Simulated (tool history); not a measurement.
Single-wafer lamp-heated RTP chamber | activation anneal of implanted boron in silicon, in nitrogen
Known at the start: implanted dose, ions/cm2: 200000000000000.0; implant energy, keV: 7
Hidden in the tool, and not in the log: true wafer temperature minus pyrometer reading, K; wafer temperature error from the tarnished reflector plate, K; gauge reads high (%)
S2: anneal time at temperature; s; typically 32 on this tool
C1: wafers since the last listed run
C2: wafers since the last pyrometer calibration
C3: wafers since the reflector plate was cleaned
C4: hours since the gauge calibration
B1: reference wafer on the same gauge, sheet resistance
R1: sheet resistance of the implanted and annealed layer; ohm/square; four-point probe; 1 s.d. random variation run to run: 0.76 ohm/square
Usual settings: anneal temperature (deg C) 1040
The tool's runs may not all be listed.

{"run": 1, "day": 0.0, "anneal temperature (deg C)": 1040, "S2": 43, "C1": 0, "C2": 1200, "C3": 8900, "C4": 306.9, "B1": 567.78, "R1": 505.7}
{"run": 2, "day": 0.646, "anneal temperature (deg C)": 1040, "S2": 43, "C1": 351, "C2": 1551, "C3": 9252, "C4": 322.4, "B1": 568.01, "R1": 504.89}
{"run": 3, "day": 1.4, "anneal temperature (deg C)": 1040, "S2": 32, "C1": 410, "C2": 1962, "C3": 9662, "C4": 340.5, "B1": 568.16, "R1": 506.99}
{"day": 1.896, "done": "reflector plate cleaned"}
{"run": 4, "day": 2.825, "anneal temperature (deg C)": 1040, "S2": 32, "C1": 594, "C2": 2556, "C3": 505, "C4": 374.7, "B1": 568.07, "R1": 507.69}
{"run": 5, "day": 4.296, "anneal temperature (deg C)": 1040, "S2": 32, "C1": 800, "C2": 3356, "C3": 1306, "C4": 410.0, "B1": 568.02, "R1": 507.43}
{"day": 4.679, "done": "pyrometer window cleaned and pyrometer calibrated"}
{"run": 6, "day": 5.2, "anneal temperature (deg C)": 1040, "S2": 32, "C1": 310, "C2": 283, "C3": 1616, "C4": 431.7, "B1": 567.95, "R1": 508.14}
{"run": 7, "day": 6.304, "anneal temperature (deg C)": 1040, "S2": 32, "C1": 600, "C2": 884, "C3": 2217, "C4": 458.2, "B1": 568.07, "R1": 508.77}
{"run": 8, "day": 6.838, "anneal temperature (deg C)": 1040, "S2": 32, "C1": 290, "C2": 1174, "C3": 2508, "C4": 471.0, "B1": 568.08, "R1": 509.54}
{"run": 9, "day": 7.642, "anneal temperature (deg C)": 1040, "S2": 36, "C1": 437, "C2": 1612, "C3": 2945, "C4": 490.3, "B1": 568.08, "R1": 507.27}
{"run": 10, "day": 8.588, "anneal temperature (deg C)": 1040, "S2": 32, "C1": 514, "C2": 2126, "C3": 3460, "C4": 513.0, "B1": 567.96, "R1": 507.56}
{"day": 9.496, "done": "gauge calibrated"}
{"run": 11, "day": 9.842, "anneal temperature (deg C)": 1040, "S2": 32, "C1": 682, "C2": 2809, "C3": 4143, "C4": 8.3, "B1": 568.11, "R1": 507.62}
{"run": 12, "day": 10.408, "anneal temperature (deg C)": 1040, "S2": 39, "C1": 308, "C2": 3117, "C3": 4451, "C4": 21.9, "B1": 568.04, "R1": 505.51}
{"day": 11.804, "done": "pyrometer window cleaned and pyrometer calibrated"}
{"run": 13, "day": 11.825, "anneal temperature (deg C)": 1040, "S2": 32, "C1": 589, "C2": 11, "C3": 5041, "C4": 55.9, "B1": 567.91, "R1": 508.18}
{"run": 14, "day": 13.1, "anneal temperature (deg C)": 1040, "S2": 32, "C1": 693, "C2": 705, "C3": 5734, "C4": 86.5, "B1": 567.84, "R1": 506.99}
{"run": 15, "day": 14.162, "anneal temperature (deg C)": 1040, "S2": 32, "C1": 578, "C2": 1283, "C3": 6313, "C4": 112.0, "B1": 567.69, "R1": 508.41}
{"run": 16, "day": 14.675, "anneal temperature (deg C)": 1055, "S2": 32, "C1": 278, "C2": 1562, "C3": 6592, "C4": 124.3, "B1": 567.87, "R1": 506.01}
{"run": 17, "day": 15.179, "anneal temperature (deg C)": 1028, "S2": 44, "C1": 274, "C2": 1836, "C3": 6866, "C4": 136.4, "B1": 568.03, "R1": 508.8}
{"run": 18, "day": 15.829, "anneal temperature (deg C)": 1022, "S2": 44, "C1": 353, "C2": 2190, "C3": 7220, "C4": 152.0, "B1": 567.88, "R1": 508.15}
{"run": 19, "day": 16.712, "anneal temperature (deg C)": 1029, "S2": 32, "C1": 480, "C2": 2671, "C3": 7700, "C4": 173.2, "B1": 568.25, "R1": 510.4}
{"run": 20, "day": 17.454, "anneal temperature (deg C)": 1040, "S2": 48, "C1": 403, "C2": 3074, "C3": 8104, "C4": 191.0, "B1": 568.24, "R1": 503.96}
{"run": 21, "day": 18.896, "anneal temperature (deg C)": 1040, "S2": 32, "C1": 784, "C2": 3859, "C3": 8889, "C4": 225.6, "B1": 567.9, "R1": 506.89}
{"day": 19.362, "done": "pyrometer window cleaned and pyrometer calibrated"}
{"day": 19.883, "done": "reflector plate cleaned"}
{"run": 22, "day": 20.3, "anneal temperature (deg C)": 1016, "S2": 15, "C1": 401, "C2": 329, "C3": 227, "C4": 259.3, "B1": 568.18, "R1": 515.8}
{"run": 23, "day": 21.692, "anneal temperature (deg C)": 1025, "S2": 32, "C1": 757, "C2": 1086, "C3": 984, "C4": 292.7, "B1": 568.05, "R1": 510.28}
{"run": 24, "day": 22.696, "anneal temperature (deg C)": 1014, "S2": 16, "C1": 546, "C2": 1633, "C3": 1531, "C4": 316.8, "B1": 568.28, "R1": 514.75}
{"run": 25, "day": 23.333, "anneal temperature (deg C)": 1057, "S2": 27, "C1": 346, "C2": 1980, "C3": 1878, "C4": 332.1, "B1": 567.67, "R1": 506.73}
{"run": 26, "day": 25.017, "anneal temperature (deg C)": 1014, "S2": 16, "C1": 916, "C2": 2896, "C3": 2794, "C4": 372.5, "B1": 568.39, "R1": 516.03}
{"run": 27, "day": 26.229, "anneal temperature (deg C)": 1066, "S2": 25, "C1": 659, "C2": 3556, "C3": 3454, "C4": 401.6, "B1": 567.87, "R1": 506.03}
{"day": 27.175, "done": "pyrometer window cleaned and pyrometer calibrated"}
{"run": 28, "day": 27.196, "anneal temperature (deg C)": 1059, "S2": 45, "C1": 344, "C2": 11, "C3": 3798, "C4": 424.8, "B1": 568.2, "R1": 498.93}
{"run": 29, "day": 28.058, "anneal temperature (deg C)": 1040, "S2": 32, "C1": 469, "C2": 481, "C3": 4268, "C4": 445.5, "B1": 568.13, "R1": 507.84}
{"run": 30, "day": 29.462, "anneal temperature (deg C)": 1027, "S2": 27, "C1": 764, "C2": 1245, "C3": 5032, "C4": 479.2, "B1": 568.11, "R1": 511.06}
{"run": 31, "day": 30.371, "anneal temperature (deg C)": 1014, "S2": 16, "C1": 494, "C2": 1739, "C3": 5526, "C4": 501.0, "B1": 567.78, "R1": 516.02}
{"run": 32, "day": 31.417, "anneal temperature (deg C)": 1040, "S2": 32, "C1": 569, "C2": 2308, "C3": 6096, "C4": 526.1, "B1": 567.97, "R1": 506.93}
{"run": 33, "day": 31.921, "anneal temperature (deg C)": 1040, "S2": 37, "C1": 274, "C2": 2583, "C3": 6370, "C4": 538.2, "B1": 568.33, "R1": 506.88}
{"run": 34, "day": 32.504, "anneal temperature (deg C)": 1022, "S2": 32, "C1": 317, "C2": 2900, "C3": 6687, "C4": 552.2, "B1": 568.23, "R1": 510.13}
{"day": 33.996, "done": "pyrometer window cleaned and pyrometer calibrated"}
{"run": 35, "day": 34.017, "anneal temperature (deg C)": 1010, "S2": 27, "C1": 641, "C2": 11, "C3": 7329, "C4": 588.5, "B1": 567.92, "R1": 513.61}
{"day": 34.142, "done": "gauge calibrated"}
{"run": 36, "day": 34.554, "anneal temperature (deg C)": 1040, "S2": 17, "C1": 292, "C2": 303, "C3": 7622, "C4": 9.9, "B1": 567.82, "R1": 511.35}

Hidden state, per run?
true wafer temperature minus pyrometer reading, K: 0, the same for each run
wafer temperature error from the tarnished reflector plate, K: 0, the same for each run
gauge reads high (%): 0, the same for each run
